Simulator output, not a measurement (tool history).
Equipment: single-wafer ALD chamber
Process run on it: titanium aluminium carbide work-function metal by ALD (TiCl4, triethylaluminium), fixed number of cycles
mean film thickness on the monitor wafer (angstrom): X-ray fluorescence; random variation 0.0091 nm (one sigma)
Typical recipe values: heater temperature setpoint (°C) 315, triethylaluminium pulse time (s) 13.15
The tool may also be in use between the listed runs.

run    hour  heater temperature setpoint (°C)  triethylaluminium pulse time (s)  read-back reference wafer on the same gauge, thickness_nm  mean film thickness on the monitor wafer (angstrom)
  1     0.0                               315                             13.15                                                      2.620                                                23.24
  2    57.7                               315                             13.15                                                      2.617                                                23.28
  3   163.1                               315                             13.15                                                      2.624                                                23.32
  4   254.9                               322                             15.23                                                      2.622                                                23.94
  5   332.5                               322                             15.23                                                      2.622                                                24.12
  6   382.8                               324                             13.15                                                      2.621                                                24.21
  7   431.8                               315                             13.15                                                      2.618                                                22.90
  8   483.7                               306                             14.85                                                      2.620                                                22.29
  9   551.3                               306                             14.85                                                      2.619                                                22.22
 10   631.7                               315                             15.06                                                      2.620                                                22.97
 11   686.1                               328                              8.86                                                      2.622                                                22.10
 12   755.6                               323                             17.33                                                      2.615                                                23.48
 13   811.0                               330                             10.33                                                      2.622                                                23.08
 14   902.0                               305                             15.14                                                      2.621                                                21.48
 15   956.4                               309                             17.44                                                      2.618                                                22.11
 16  1045.5                               311                             13.15                                                      2.618                                                21.89
 17  1118.0                               309                             15.08                                                      2.621                                                21.95
 18  1201.9                               326                              8.21                                                      2.618                                                21.49
 19  1293.1                               311                             13.15                                                      2.620                                                22.45
 20  1529.5                               309                             15.08                                                      2.619                                                22.29
 21  1812.1                               327                             13.15                                                      2.620                                                23.74

Withheld: 4 entries from between the runs. Position of each, and hidden state at the listed run before versus the listed run after:
Between runs 10 and 11: thermocouple changed; heater temperature recalibrated (hour 652.7)
  wafer temperature above the value expected at the setpoint (K): 6.67 -> -0.367; triethylaluminium dose above that of a fresh bottle (%): -21.2 -> -22
  measured less the result without the state, mean film thickness on the monitor wafer (angstrom): +0.45 -> -1.07
Between runs 11 and 12: gauge calibrated (hour 719.6)
  wafer temperature above the value expected at the setpoint (K): -0.367 -> 0.191; triethylaluminium dose above that of a fresh bottle (%): -22 -> -22.8
  measured less the result without the state, mean film thickness on the monitor wafer (angstrom): -1.07 -> -0.15
Between runs 17 and 18: showerhead replaced (hour 1195.2)
  wafer temperature above the value expected at the setpoint (K): 2.37 -> 2.73; triethylaluminium dose above that of a fresh bottle (%): -25.5 -> -25.8
  measured less the result without the state, mean film thickness on the monitor wafer (angstrom): -0.07 -> -1.18
Between runs 18 and 19: triethylaluminium bottle replaced (hour 1243.2)
  wafer temperature above the value expected at the setpoint (K): 2.73 -> 3.08; triethylaluminium dose above that of a fresh bottle (%): -25.8 -> -7.53
  measured less the result without the state, mean film thickness on the monitor wafer (angstrom): -1.18 -> +0.23

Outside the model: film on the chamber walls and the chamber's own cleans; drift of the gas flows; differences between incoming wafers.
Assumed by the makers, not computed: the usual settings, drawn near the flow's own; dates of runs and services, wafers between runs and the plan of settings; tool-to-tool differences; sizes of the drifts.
